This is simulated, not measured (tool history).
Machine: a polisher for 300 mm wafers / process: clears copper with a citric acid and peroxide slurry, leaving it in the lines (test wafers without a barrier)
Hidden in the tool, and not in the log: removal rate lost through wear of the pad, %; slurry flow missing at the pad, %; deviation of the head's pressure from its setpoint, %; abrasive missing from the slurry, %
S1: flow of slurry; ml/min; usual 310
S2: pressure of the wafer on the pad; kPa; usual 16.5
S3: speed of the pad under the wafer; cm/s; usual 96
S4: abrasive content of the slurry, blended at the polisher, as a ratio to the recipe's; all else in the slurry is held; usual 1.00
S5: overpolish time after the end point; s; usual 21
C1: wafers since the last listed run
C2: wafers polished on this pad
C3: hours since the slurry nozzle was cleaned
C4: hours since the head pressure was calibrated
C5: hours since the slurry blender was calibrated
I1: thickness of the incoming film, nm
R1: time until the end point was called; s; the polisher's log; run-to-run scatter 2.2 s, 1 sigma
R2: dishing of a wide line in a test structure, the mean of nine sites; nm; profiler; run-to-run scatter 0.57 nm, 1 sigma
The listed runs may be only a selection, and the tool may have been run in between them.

Run 1, hour 0.0: usual settings but S1 375 ml/min, S5 29 s; C1 0; C2 3148; C3 34.4; C4 314.0; C5 114.2; I1 213.2. Result: R1 123.0 s, R2 35.6 nm.
Run 2, hour 65.2: usual settings but S1 375 ml/min, S5 29 s; C1 396; C2 3545; C3 99.6; C4 379.2; C5 179.4; I1 206.9. Result: R1 118.1 s, R2 34.9 nm.
Run 3, hour 139.2: usual settings; C1 450; C2 3996; C3 173.6; C4 453.2; C5 253.4; I1 208.5. Result: R1 127.5 s, R2 24.8 nm.
Run 4, hour 194.2: usual settings; C1 334; C2 4331; C3 228.6; C4 508.2; C5 308.4; I1 210.3. Result: R1 130.0 s, R2 24.4 nm.
At hour 209.3: worn pad replaced by a new one.
Run 5, hour 262.6: usual settings but S3 114 cm/s, S4 0.90, S5 25 s; C1 392; C2 324; C3 297.0; C4 576.6; C5 376.8; I1 213.7. Result: R1 108.0 s, R2 33.7 nm.
Run 6, hour 362.4: usual settings; C1 607; C2 932; C3 396.8; C4 676.4; C5 476.6; I1 208.4. Result: R1 119.8 s, R2 25.5 nm.
At hour 371.9: head pressure recalibrated.
Run 7, hour 425.7: usual settings; C1 373; C2 1305; C3 460.1; C4 53.8; C5 539.9; I1 213.3. Result: R1 125.4 s, R2 26.0 nm.
Run 8, hour 503.1: usual settings but S5 14 s; C1 471; C2 1776; C3 537.5; C4 131.2; C5 617.3; I1 208.2. Result: R1 126.5 s, R2 17.7 nm.
Run 9, hour 572.2: usual settings but S2 20.7 kPa, S4 1.10, S5 31 s; C1 420; C2 2197; C3 606.6; C4 200.3; C5 686.4; I1 212.0. Result: R1 101.6 s, R2 45.2 nm.
At hour 615.4: slurry blender recalibrated.
Run 10, hour 657.3: usual settings; C1 505; C2 2703; C3 691.7; C4 285.4; C5 41.9; I1 214.1. Result: R1 129.4 s, R2 26.3 nm.
Run 11, hour 758.9: usual settings but S1 220 ml/min, S2 11.7 kPa, S4 0.80, S5 13 s; C1 618; C2 3321; C3 793.3; C4 387.0; C5 143.5; I1 208.7. Result: R1 202.1 s, R2 9.9 nm.
At hour 786.5: slurry nozzle cleaned.
Run 12, hour 822.2: usual settings but S1 265 ml/min, S3 86 cm/s, S4 0.90; C1 379; C2 3700; C3 35.7; C4 450.3; C5 206.8; I1 212.7. Result: R1 142.5 s, R2 23.3 nm.
At hour 1023.6: worn pad replaced by a new one.
Run 13, hour 1024.1: usual settings but S4 1.10; C1 1204; C2 3; C3 237.6; C4 652.2; C5 408.7; I1 211.6. Result: R1 121.3 s, R2 27.6 nm.
Run 14, hour 1114.8: usual settings but S2 13.8 kPa, S3 126 cm/s; C1 552; C2 555; C3 328.3; C4 742.9; C5 499.4; I1 208.1. Result: R1 112.3 s, R2 27.3 nm.
At hour 1205.7: head pressure recalibrated.
At hour 1429.1: slurry blender recalibrated.
Run 15, hour 1433.3: usual settings but S1 245 ml/min, S4 1.25, S5 11 s; C1 1914; C2 2469; C3 646.8; C4 227.6; C5 4.2; I1 211.1. Result: R1 126.1 s, R2 14.2 nm.
Run 16, hour 1480.1: usual settings but S1 405 ml/min, S3 124 cm/s; C1 284; C2 2754; C3 693.6; C4 274.4; C5 51.0; I1 210.1. Result: R1 103.0 s, R2 31.1 nm.
At hour 1486.6: slurry nozzle cleaned.
Run 17, hour 1542.8: usual settings but S1 415 ml/min, S3 124 cm/s, S4 1.25, S5 28 s; C1 375; C2 3130; C3 56.2; C4 337.1; C5 113.7; I1 206.7. Result: R1 94.4 s, R2 41.4 nm.
Run 18, hour 1593.5: usual settings but S5 10 s; C1 308; C2 3439; C3 106.9; C4 387.8; C5 164.4; I1 208.8. Result: R1 121.5 s, R2 13.3 nm.
Run 19, hour 1636.7: usual settings but S1 385 ml/min, S3 120 cm/s; C1 263; C2 3702; C3 150.1; C4 431.0; C5 207.6; I1 206.9. Result: R1 98.0 s, R2 30.7 nm.
Run 20, hour 1715.4: usual settings but S2 21.4 kPa, S4 1.20; C1 479; C2 4181; C3 228.8; C4 509.7; C5 286.3; I1 211.2. Result: R1 96.5 s, R2 31.5 nm.
At hour 1765.1: worn pad replaced by a new one.
At hour 1847.1: head pressure recalibrated.
Run 21, hour 1874.2: usual settings but S1 420 ml/min, S2 19.3 kPa; C1 930; C2 652; C3 387.6; C4 27.1; C5 445.1; I1 206.1. Result: R1 97.9 s, R2 31.6 nm.
Run 22, hour 1913.4: usual settings but S3 82 cm/s, S5 12 s; C1 238; C2 890; C3 426.8; C4 66.3; C5 484.3; I1 210.5. Result: R1 135.7 s, R2 13.7 nm.
Run 23, hour 2010.3: usual settings; C1 589; C2 1480; C3 523.7; C4 163.2; C5 581.2; I1 211.0. Result: R1 127.0 s, R2 26.1 nm.
Run 24, hour 2095.7: usual settings; C1 519; C2 2000; C3 609.1; C4 248.6; C5 666.6; I1 212.4. Result: R1 126.2 s, R2 25.4 nm.
Run 25, hour 2134.1: usual settings but S1 395 ml/min, S2 13.1 kPa, S4 0.90, S5 29 s; C1 233; C2 2234; C3 647.5; C4 287.0; C5 705.0; I1 208.4. Result: R1 153.4 s, R2 28.1 nm.
Run 26, hour 2195.4: usual settings but S2 11.7 kPa, S4 1.25; C1 373; C2 2607; C3 708.8; C4 348.3; C5 766.3; I1 211.7. Result: R1 167.0 s, R2 18.8 nm.
At hour 2223.6: slurry nozzle cleaned.
At hour 2246.5: slurry blender recalibrated.
Run 27, hour 2294.3: usual settings but S5 11 s; C1 583; C2 3191; C3 70.7; C4 447.2; C5 47.8; I1 210.5. Result: R1 123.1 s, R2 14.4 nm.

Each row is a separate what-if for the run after 27, all from the same tool condition, not one after another. Results?
Run A, hour 2294.8: usual settings but S5 32 s; C1 3; C2 3194; C3 71.2; C4 447.7; C5 48.3; I1 209.3. Result: R1 ?, R2 ?.
Run B, hour 2294.8: usual settings but S1 355 ml/min, S2 11.7 kPa; C1 3; C2 3194; C3 71.2; C4 447.7; C5 48.3; I1 209.3. Result: R1 ?, R2 ?.
Run C, hour 2294.8: usual settings but S1 400 ml/min, S2 19.3 kPa, S3 74 cm/s, S4 0.75; C1 3; C2 3194; C3 71.2; C4 447.7; C5 48.3; I1 209.3. Result: R1 ?, R2 ?.
Run D, hour 2294.8: usual settings but S4 1.20, S5 17 s; C1 3; C2 3194; C3 71.2; C4 447.7; C5 48.3; I1 209.3. Result: R1 ?, R2 ?.
Run E, hour 2294.8: usual settings but S3 76 cm/s, S4 0.80; C1 3; C2 3194; C3 71.2; C4 447.7; C5 48.3; I1 209.3. Result: R1 ?, R2 ?.

run     R1    R2
  A  122.3  39.2
  B  168.1  20.1
  C  129.6  25.9
  D  119.8  22.8
  E  150.1  22.6
Stripped of hidden state, with their random variation kept, the same runs would have yielded:
run     R1    R2
  A  114.7  41.4
  B  157.9  21.3
  C  121.9  27.4
  D  112.4  24.2
  E  140.8  23.9
